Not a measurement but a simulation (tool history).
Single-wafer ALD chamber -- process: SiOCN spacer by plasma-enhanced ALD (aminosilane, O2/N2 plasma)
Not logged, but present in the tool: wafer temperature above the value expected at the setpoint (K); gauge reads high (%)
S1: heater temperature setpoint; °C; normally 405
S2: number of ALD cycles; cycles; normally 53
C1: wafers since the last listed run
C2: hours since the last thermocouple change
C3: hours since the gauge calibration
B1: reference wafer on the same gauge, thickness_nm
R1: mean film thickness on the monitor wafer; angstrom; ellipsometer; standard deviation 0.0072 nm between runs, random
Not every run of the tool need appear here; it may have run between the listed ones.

Run 1, hour 0: usual settings; C1 0; C2 1804.5; C3 163.1; B1 2.42. Result: R1 29.18 angstrom.
Run 2, hour 8.9: usual settings but S2 46 cycles; C1 42; C2 1813.4; C3 172; B1 2.419. Result: R1 25.36 angstrom.
Run 3, hour 23.7: usual settings but S2 46 cycles; C1 70; C2 1828.2; C3 186.8; B1 2.421. Result: R1 25.52 angstrom.
Run 4, hour 33.4: usual settings but S2 61 cycles; C1 45; C2 1837.9; C3 196.5; B1 2.422. Result: R1 33.73 angstrom.
Run 5, hour 40: usual settings but S2 61 cycles; C1 31; C2 1844.5; C3 203.1; B1 2.424. Result: R1 33.79 angstrom.
Run 6, hour 65.4: usual settings but S2 58 cycles; C1 120; C2 1869.9; C3 228.5; B1 2.421. Result: R1 32.15 angstrom.
Run 7, hour 74.8: usual settings but S2 58 cycles; C1 44; C2 1879.3; C3 237.9; B1 2.426. Result: R1 32.18 angstrom.
Run 8, hour 92.6: usual settings but S2 58 cycles; C1 84; C2 1897.1; C3 255.7; B1 2.422. Result: R1 32.04 angstrom.
Run 9, hour 106.6: usual settings but S1 394 °C; C1 66; C2 1911.1; C3 269.7; B1 2.425. Result: R1 29.78 angstrom.
Run 10, hour 122.1: usual settings but S1 394 °C; C1 73; C2 1926.6; C3 285.2; B1 2.426. Result: R1 29.98 angstrom.
Run 11, hour 134.7: usual settings but S1 394 °C; C1 59; C2 1939.2; C3 297.8; B1 2.43. Result: R1 29.95 angstrom.
Run 12, hour 148: usual settings; C1 62; C2 1952.5; C3 311.1; B1 2.427. Result: R1 29.42 angstrom.
Run 13, hour 158.6: usual settings; C1 50; C2 1963.1; C3 321.7; B1 2.429. Result: R1 29.46 angstrom.
Run 14, hour 167.1: usual settings; C1 40; C2 1971.6; C3 330.2; B1 2.43. Result: R1 29.52 angstrom.
Run 15, hour 180.5: usual settings; C1 63; C2 1985; C3 343.6; B1 2.43. Result: R1 29.54 angstrom.
Run 16, hour 187.7: usual settings; C1 34; C2 1992.2; C3 350.8; B1 2.431. Result: R1 29.46 angstrom.
Run 17, hour 199.7: usual settings but S1 412 °C; C1 56; C2 2004.2; C3 362.8; B1 2.429. Result: R1 28.67 angstrom.
Run 18, hour 206.2: usual settings but S1 412 °C; C1 30; C2 2010.7; C3 369.3; B1 2.431. Result: R1 28.82 angstrom.
At hour 216.4: thermocouple changed; heater temperature recalibrated.
Run 19, hour 218.6: usual settings; C1 20; C2 2.2; C3 381.7; B1 2.432. Result: R1 29.38 angstrom.
At hour 224.5: gauge calibrated.
Run 20, hour 233.4: usual settings; C1 70; C2 17; C3 8.9; B1 2.388. Result: R1 28.99 angstrom.
Run 21, hour 251.1: usual settings; C1 83; C2 34.7; C3 26.6; B1 2.391. Result: R1 28.96 angstrom.
Run 22, hour 258.7: usual settings; C1 35; C2 42.3; C3 34.2; B1 2.397. Result: R1 29.1 angstrom.
Run 23, hour 267: usual settings; C1 39; C2 50.6; C3 42.5; B1 2.399. Result: R1 29.16 angstrom.
Run 24, hour 280.5: usual settings but S2 61 cycles; C1 63; C2 64.1; C3 56; B1 2.401. Result: R1 33.53 angstrom.
Run 25, hour 287.2: usual settings but S1 399 °C, S2 46 cycles; C1 31; C2 70.8; C3 62.7; B1 2.406. Result: R1 25.75 angstrom.
Run 26, hour 295.8: usual settings but S1 411 °C, S2 59 cycles; C1 40; C2 79.4; C3 71.3; B1 2.406. Result: R1 31.7 angstrom.
Run 27, hour 306: usual settings but S1 391 °C, S2 48 cycles; C1 48; C2 89.6; C3 81.5; B1 2.406. Result: R1 26.78 angstrom.
Run 28, hour 312.8: usual settings; C1 32; C2 96.4; C3 88.3; B1 2.409. Result: R1 29.3 angstrom.
Run 29, hour 351.9: usual settings but S1 399 °C, S2 62 cycles; C1 185; C2 135.5; C3 127.4; B1 2.414. Result: R1 34.61 angstrom.
Run 30, hour 359.3: usual settings but S1 398 °C, S2 62 cycles; C1 35; C2 142.9; C3 134.8; B1 2.416. Result: R1 34.77 angstrom.
Run 31, hour 376.8: usual settings but S1 400 °C, S2 60 cycles; C1 82; C2 160.4; C3 152.3; B1 2.419. Result: R1 33.63 angstrom.
Run 32, hour 391.4: usual settings; C1 69; C2 175; C3 166.9; B1 2.419. Result: R1 29.22 angstrom.
Run 33, hour 404.7: usual settings but S1 397 °C; C1 62; C2 188.3; C3 180.2; B1 2.42. Result: R1 29.7 angstrom.
Run 34, hour 412.9: usual settings but S1 394 °C; C1 38; C2 196.5; C3 188.4; B1 2.42. Result: R1 29.91 angstrom.
Run 35, hour 423.6: usual settings but S2 59 cycles; C1 50; C2 207.2; C3 199.1; B1 2.421. Result: R1 32.78 angstrom.
Run 36, hour 438.5: usual settings but S1 397 °C, S2 46 cycles; C1 70; C2 222.1; C3 214; B1 2.423. Result: R1 25.89 angstrom.
Run 37, hour 452: usual settings; C1 63; C2 235.6; C3 227.5; B1 2.423. Result: R1 29.35 angstrom.
Run 38, hour 461.7: usual settings but S1 396 °C, S2 46 cycles; C1 45; C2 245.3; C3 237.2; B1 2.424. Result: R1 25.86 angstrom.
Run 39, hour 469.2: usual settings but S1 412 °C, S2 61 cycles; C1 35; C2 252.8; C3 244.7; B1 2.426. Result: R1 32.88 angstrom.
Run 40, hour 486.4: usual settings; C1 81; C2 270; C3 261.9; B1 2.426. Result: R1 29.36 angstrom.
Run 41, hour 502.6: usual settings; C1 76; C2 286.2; C3 278.1; B1 2.428. Result: R1 29.29 angstrom.
Run 42, hour 512: usual settings but S1 394 °C, S2 59 cycles; C1 44; C2 295.6; C3 287.5; B1 2.427. Result: R1 33.24 angstrom.
Run 43, hour 525.1: usual settings but S1 417 °C, S2 57 cycles; C1 62; C2 308.7; C3 300.6; B1 2.427. Result: R1 30.42 angstrom.
Run 44, hour 540.6: usual settings but S2 63 cycles; C1 73; C2 324.2; C3 316.1; B1 2.427. Result: R1 35.09 angstrom.
Run 45, hour 555.3: usual settings; C1 69; C2 338.9; C3 330.8; B1 2.425. Result: R1 29.48 angstrom.

Here are 5 independent what-if runs from the current tool condition. What would each one return?
Run A, hour 555.8: usual settings but S2 44 cycles; C1 2; C2 339.4; C3 331.3; B1 ?. Result: R1 ?.
Run B, hour 555.8: usual settings but S1 394 °C, S2 63 cycles; C1 2; C2 339.4; C3 331.3; B1 ?. Result: R1 ?.
Run C, hour 555.8: usual settings but S1 394 °C, S2 60 cycles; C1 2; C2 339.4; C3 331.3; B1 ?. Result: R1 ?.
Run D, hour 555.8: usual settings but S1 397 °C, S2 49 cycles; C1 2; C2 339.4; C3 331.3; B1 ?. Result: R1 ?.
Run E, hour 555.8: usual settings but S1 409 °C, S2 60 cycles; C1 2; C2 339.4; C3 331.3; B1 ?. Result: R1 ?.

run     B1     R1
  A  2.429  24.46
  B  2.429  35.56
  C  2.429  33.87
  D  2.429  27.66
  E  2.429  32.89
Stripped of hidden state, with their random variation kept, the same runs would have yielded:
run     R1
  A  24.07
  B  34.99
  C  33.33
  D  27.22
  E  32.37
